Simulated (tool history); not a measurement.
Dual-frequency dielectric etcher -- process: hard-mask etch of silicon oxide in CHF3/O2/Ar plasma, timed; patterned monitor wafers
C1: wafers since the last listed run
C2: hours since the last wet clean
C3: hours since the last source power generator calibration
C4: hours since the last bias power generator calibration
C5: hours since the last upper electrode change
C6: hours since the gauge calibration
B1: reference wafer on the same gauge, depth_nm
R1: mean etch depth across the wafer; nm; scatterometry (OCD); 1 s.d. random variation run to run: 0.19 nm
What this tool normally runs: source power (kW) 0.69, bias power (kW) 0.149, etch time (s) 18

run 1 hour=0 | source_power_(kW)=0.69 bias_power_(kW)=0.149 etch_time_(s)=18 | C1=0 C2=149.2 C3=2641.6 C4=3704.3 C5=2735.2 C6=1070.8 | B1=40.61 | R1=36.81
run 2 hour=103.4 | source_power_(kW)=0.69 bias_power_(kW)=0.149 etch_time_(s)=18 | C1=1319 C2=252.6 C3=2745 C4=3807.7 C5=2838.6 C6=1174.2 | B1=40.62 | R1=36.63
run 3 hour=144.4 | source_power_(kW)=0.58 bias_power_(kW)=0.149 etch_time_(s)=21.5 | C1=523 C2=293.6 C3=2786 C4=3848.7 C5=2879.6 C6=1215.2 | B1=40.59 | R1=40.58
run 4 hour=206.9 | source_power_(kW)=0.69 bias_power_(kW)=0.149 etch_time_(s)=18 | C1=797 C2=356.1 C3=2848.5 C4=3911.2 C5=2942.1 C6=1277.7 | B1=40.51 | R1=36.79
run 5 hour=265.8 | source_power_(kW)=0.69 bias_power_(kW)=0.149 etch_time_(s)=18 | C1=751 C2=415 C3=2907.4 C4=3970.1 C5=3001 C6=1336.6 | B1=40.64 | R1=37.39
-- hour=304.3 wet clean of the chamber
run 6 hour=304.8 | source_power_(kW)=0.69 bias_power_(kW)=0.149 etch_time_(s)=18 | C1=191 C2=0.5 C3=2946.4 C4=4009.1 C5=3040 C6=1375.6 | B1=40.64 | R1=37.84
run 7 hour=357.9 | source_power_(kW)=0.69 bias_power_(kW)=0.149 etch_time_(s)=22 | C1=677 C2=53.6 C3=2999.5 C4=4062.2 C5=3093.1 C6=1428.7 | B1=40.63 | R1=46.28
run 8 hour=422.6 | source_power_(kW)=0.69 bias_power_(kW)=0.149 etch_time_(s)=22 | C1=825 C2=118.3 C3=3064.2 C4=4126.9 C5=3157.8 C6=1493.4 | B1=40.61 | R1=46.37
run 9 hour=467.4 | source_power_(kW)=0.69 bias_power_(kW)=0.149 etch_time_(s)=22 | C1=571 C2=163.1 C3=3109 C4=4171.7 C5=3202.6 C6=1538.2 | B1=40.49 | R1=47.23
run 10 hour=565.2 | source_power_(kW)=0.69 bias_power_(kW)=0.149 etch_time_(s)=18 | C1=1247 C2=260.9 C3=3206.8 C4=4269.5 C5=3300.4 C6=1636 | B1=40.59 | R1=38.54
-- hour=606.8 gauge calibrated
run 11 hour=609.2 | source_power_(kW)=0.69 bias_power_(kW)=0.149 etch_time_(s)=18 | C1=561 C2=304.9 C3=3250.8 C4=4313.5 C5=3344.4 C6=2.4 | B1=40.6 | R1=37.98
-- hour=688 source power generator calibrated
run 12 hour=710.2 | source_power_(kW)=0.69 bias_power_(kW)=0.149 etch_time_(s)=18 | C1=1237 C2=405.9 C3=22.2 C4=4414.5 C5=3445.4 C6=103.4 | B1=40.54 | R1=38.85
-- hour=790.5 wet clean of the chamber, repeated, since the last time left the tool worse
run 13 hour=791 | source_power_(kW)=0.82 bias_power_(kW)=0.118 etch_time_(s)=22.5 | C1=724 C2=0.5 C3=103 C4=4495.3 C5=3526.2 C6=184.2 | B1=40.54 | R1=45.29
run 14 hour=862.8 | source_power_(kW)=0.63 bias_power_(kW)=0.162 etch_time_(s)=18 | C1=915 C2=72.3 C3=174.8 C4=4567.1 C5=3598 C6=256 | B1=40.61 | R1=36.6
run 15 hour=905.5 | source_power_(kW)=0.69 bias_power_(kW)=0.149 etch_time_(s)=18 | C1=544 C2=115 C3=217.5 C4=4609.8 C5=3640.7 C6=298.7 | B1=40.62 | R1=36.4
run 16 hour=998.7 | source_power_(kW)=0.54 bias_power_(kW)=0.149 etch_time_(s)=18 | C1=1188 C2=208.2 C3=310.7 C4=4703 C5=3733.9 C6=391.9 | B1=40.59 | R1=33.05
-- hour=1048.7 upper electrode replaced
run 17 hour=1076.3 | source_power_(kW)=0.8 bias_power_(kW)=0.149 etch_time_(s)=18 | C1=683 C2=285.8 C3=388.3 C4=4780.6 C5=27.6 C6=469.5 | B1=40.6 | R1=39.47
run 18 hour=1150.2 | source_power_(kW)=0.69 bias_power_(kW)=0.149 etch_time_(s)=18 | C1=942 C2=359.7 C3=462.2 C4=4854.5 C5=101.5 C6=543.4 | B1=40.62 | R1=37.34
run 19 hour=1220.1 | source_power_(kW)=0.76 bias_power_(kW)=0.149 etch_time_(s)=18 | C1=891 C2=429.6 C3=532.1 C4=4924.4 C5=171.4 C6=613.3 | B1=40.66 | R1=38.99
-- hour=1273.5 wet clean of the chamber
run 20 hour=1274 | source_power_(kW)=0.64 bias_power_(kW)=0.149 etch_time_(s)=16 | C1=381 C2=0.5 C3=586 C4=4978.3 C5=225.3 C6=667.2 | B1=40.67 | R1=30.75
run 21 hour=1357.3 | source_power_(kW)=0.75 bias_power_(kW)=0.128 etch_time_(s)=21.5 | C1=1062 C2=83.8 C3=669.3 C4=5061.6 C5=308.6 C6=750.5 | B1=40.61 | R1=42.49
-- hour=1402 bias power generator calibrated
run 22 hour=1420.1 | source_power_(kW)=0.52 bias_power_(kW)=0.139 etch_time_(s)=16.5 | C1=750 C2=146.6 C3=732.1 C4=18.1 C5=371.4 C6=813.3 | B1=40.54 | R1=28.56
run 23 hour=1503.2 | source_power_(kW)=0.59 bias_power_(kW)=0.149 etch_time_(s)=18 | C1=1060 C2=229.7 C3=815.2 C4=101.2 C5=454.5 C6=896.4 | B1=40.63 | R1=33.94
run 24 hour=1587.1 | source_power_(kW)=0.69 bias_power_(kW)=0.136 etch_time_(s)=23.5 | C1=1070 C2=313.6 C3=899.1 C4=185.1 C5=538.4 C6=980.3 | B1=40.62 | R1=46.45
run 25 hour=1689 | source_power_(kW)=0.57 bias_power_(kW)=0.149 etch_time_(s)=18 | C1=1299 C2=415.5 C3=1001 C4=287 C5=640.3 C6=1082.2 | B1=40.52 | R1=33.76
-- hour=1734.3 wet clean of the chamber
run 26 hour=1755.3 | source_power_(kW)=0.85 bias_power_(kW)=0.149 etch_time_(s)=19.5 | C1=539 C2=21 C3=1067.3 C4=353.3 C5=706.6 C6=1148.5 | B1=40.47 | R1=43.48
run 27 hour=1847.8 | source_power_(kW)=0.69 bias_power_(kW)=0.149 etch_time_(s)=18 | C1=1179 C2=113.5 C3=1159.8 C4=445.8 C5=799.1 C6=1241 | B1=40.62 | R1=36.53
run 28 hour=1912.6 | source_power_(kW)=0.69 bias_power_(kW)=0.149 etch_time_(s)=18 | C1=826 C2=178.3 C3=1224.6 C4=510.6 C5=863.9 C6=1305.8 | B1=40.55 | R1=36.74

Measured minus without-hidden-state, run by run (identical run-to-run variation in each term; gauge scatter may differ):
Hidden state present: etch rate over this chamber's usual, %; source power that arrives over what is set, %; bias power that arrives over what is set, %; gauge reads high (%).
run=1 R1=+0.3
run=2 R1=+0.5
run=3 R1=+0.63
run=4 R1=+0.69
run=5 R1=+0.81
run=6 R1=+1.58
run=7 R1=+2.05
run=8 R1=+2.2
run=9 R1=+2.34
run=10 R1=+2.09
run=11 R1=+2.14
run=12 R1=+2.36
run=13 R1=+0.2
run=14 R1=+0.3
run=15 R1=+0.38
run=16 R1=+0.5
run=17 R1=+0.75
run=18 R1=+0.84
run=19 R1=+1.02
run=20 R1=-0.12
run=21 R1=+0.02
run=22 R1=+0.11
run=23 R1=+0.28
run=24 R1=+0.57
run=25 R1=+0.59
run=26 R1=+0.11
run=27 R1=+0.27
run=28 R1=+0.39
